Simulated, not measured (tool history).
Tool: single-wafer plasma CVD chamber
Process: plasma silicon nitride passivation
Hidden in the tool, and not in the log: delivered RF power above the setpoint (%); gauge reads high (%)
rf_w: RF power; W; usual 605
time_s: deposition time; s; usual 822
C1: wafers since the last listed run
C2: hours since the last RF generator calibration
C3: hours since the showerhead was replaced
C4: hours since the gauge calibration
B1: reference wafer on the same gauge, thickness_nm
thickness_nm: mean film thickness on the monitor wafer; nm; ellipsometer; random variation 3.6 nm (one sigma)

run 1 hour=0.0 | rf_w=605 time_s=822 | C1=0 C2=1366.2 C3=4689.1 C4=352.0 | B1=1069.376 | thickness_nm=1162.126
run 2 hour=35.2 | rf_w=605 time_s=822 | C1=83 C2=1401.4 C3=4724.3 C4=387.2 | B1=1069.932 | thickness_nm=1159.343
run 3 hour=70.2 | rf_w=605 time_s=822 | C1=82 C2=1436.4 C3=4759.3 C4=422.2 | B1=1070.062 | thickness_nm=1156.786
run 4 hour=87.1 | rf_w=605 time_s=822 | C1=39 C2=1453.3 C3=4776.2 C4=439.1 | B1=1070.238 | thickness_nm=1157.457
run 5 hour=106.8 | rf_w=605 time_s=822 | C1=46 C2=1473.0 C3=4795.9 C4=458.8 | B1=1070.348 | thickness_nm=1162.878
run 6 hour=122.6 | rf_w=605 time_s=822 | C1=37 C2=1488.8 C3=4811.7 C4=474.6 | B1=1070.150 | thickness_nm=1156.530
run 7 hour=153.4 | rf_w=605 time_s=822 | C1=72 C2=1519.6 C3=4842.5 C4=505.4 | B1=1069.787 | thickness_nm=1154.158
run 8 hour=174.7 | rf_w=605 time_s=822 | C1=50 C2=1540.9 C3=4863.8 C4=526.7 | B1=1070.176 | thickness_nm=1157.659
run 9 hour=201.9 | rf_w=605 time_s=822 | C1=64 C2=1568.1 C3=4891.0 C4=553.9 | B1=1070.219 | thickness_nm=1155.400
run 10 hour=236.2 | rf_w=605 time_s=822 | C1=81 C2=1602.4 C3=4925.3 C4=588.2 | B1=1069.926 | thickness_nm=1154.263
run 11 hour=263.4 | rf_w=605 time_s=822 | C1=64 C2=1629.6 C3=4952.5 C4=615.4 | B1=1070.520 | thickness_nm=1160.256
run 12 hour=289.9 | rf_w=605 time_s=822 | C1=62 C2=1656.1 C3=4979.0 C4=641.9 | B1=1069.724 | thickness_nm=1149.935
run 13 hour=311.5 | rf_w=605 time_s=822 | C1=51 C2=1677.7 C3=5000.6 C4=663.5 | B1=1070.557 | thickness_nm=1152.233
run 14 hour=341.8 | rf_w=605 time_s=822 | C1=71 C2=1708.0 C3=5030.9 C4=693.8 | B1=1069.960 | thickness_nm=1155.077
run 15 hour=376.5 | rf_w=605 time_s=822 | C1=81 C2=1742.7 C3=5065.6 C4=728.5 | B1=1069.325 | thickness_nm=1148.735
run 16 hour=409.1 | rf_w=515 time_s=822 | C1=77 C2=1775.3 C3=5098.2 C4=761.1 | B1=1069.855 | thickness_nm=1087.539
run 17 hour=429.3 | rf_w=515 time_s=822 | C1=47 C2=1795.5 C3=5118.4 C4=781.3 | B1=1069.952 | thickness_nm=1083.359
run 18 hour=443.6 | rf_w=605 time_s=822 | C1=33 C2=1809.8 C3=5132.7 C4=795.6 | B1=1070.518 | thickness_nm=1145.334
run 19 hour=472.5 | rf_w=570 time_s=687 | C1=68 C2=1838.7 C3=5161.6 C4=824.5 | B1=1070.402 | thickness_nm=940.549
run 20 hour=491.5 | rf_w=665 time_s=773 | C1=44 C2=1857.7 C3=5180.6 C4=843.5 | B1=1070.279 | thickness_nm=1119.783
run 21 hour=571.0 | rf_w=540 time_s=822 | C1=187 C2=1937.2 C3=5260.1 C4=923.0 | B1=1069.066 | thickness_nm=1097.811
run 22 hour=588.9 | rf_w=635 time_s=757 | C1=42 C2=1955.1 C3=5278.0 C4=940.9 | B1=1070.069 | thickness_nm=1070.873
-- hour=600.5 showerhead replaced
-- hour=603.8 gauge calibrated
run 23 hour=611.2 | rf_w=690 time_s=679 | C1=33 C2=1977.4 C3=10.7 C4=7.4 | B1=1069.524 | thickness_nm=987.824
run 24 hour=631.6 | rf_w=605 time_s=822 | C1=48 C2=1997.8 C3=31.1 C4=27.8 | B1=1070.616 | thickness_nm=1139.500
run 25 hour=667.2 | rf_w=510 time_s=822 | C1=84 C2=2033.4 C3=66.7 C4=63.4 | B1=1069.966 | thickness_nm=1066.516
run 26 hour=687.9 | rf_w=545 time_s=822 | C1=48 C2=2054.1 C3=87.4 C4=84.1 | B1=1070.280 | thickness_nm=1094.665
run 27 hour=700.9 | rf_w=570 time_s=687 | C1=30 C2=2067.1 C3=100.4 C4=97.1 | B1=1069.165 | thickness_nm=929.877
-- hour=715.9 RF generator calibrated
run 28 hour=791.3 | rf_w=605 time_s=822 | C1=194 C2=75.4 C3=190.8 C4=187.5 | B1=1070.539 | thickness_nm=1181.668
run 29 hour=808.8 | rf_w=520 time_s=966 | C1=41 C2=92.9 C3=208.3 C4=205.0 | B1=1069.564 | thickness_nm=1314.440
run 30 hour=870.0 | rf_w=525 time_s=662 | C1=144 C2=154.1 C3=269.5 C4=266.2 | B1=1069.824 | thickness_nm=903.102
run 31 hour=890.4 | rf_w=605 time_s=822 | C1=48 C2=174.5 C3=289.9 C4=286.6 | B1=1070.805 | thickness_nm=1177.566
run 32 hour=903.7 | rf_w=670 time_s=898 | C1=31 C2=187.8 C3=303.2 C4=299.9 | B1=1069.666 | thickness_nm=1328.635
run 33 hour=924.1 | rf_w=505 time_s=772 | C1=48 C2=208.2 C3=323.6 C4=320.3 | B1=1070.119 | thickness_nm=1032.000
run 34 hour=947.7 | rf_w=695 time_s=779 | C1=55 C2=231.8 C3=347.2 C4=343.9 | B1=1069.130 | thickness_nm=1171.097

Hidden state at the last listed run before each entry between runs and at the first one after, where it differs:
Between runs 22 and 23: showerhead replaced (hour 600.5); gauge calibrated (hour 603.8)
  delivered RF power above the setpoint (%): -9.57 -> -9.78
  measured less the result without the state, thickness_nm: -38.316 -> -36.186 nm
Between runs 27 and 28: RF generator calibrated (hour 715.9)
  delivered RF power above the setpoint (%): -10.7 -> -1.33
  measured less the result without the state, thickness_nm: -37.371 -> -5.494 nm
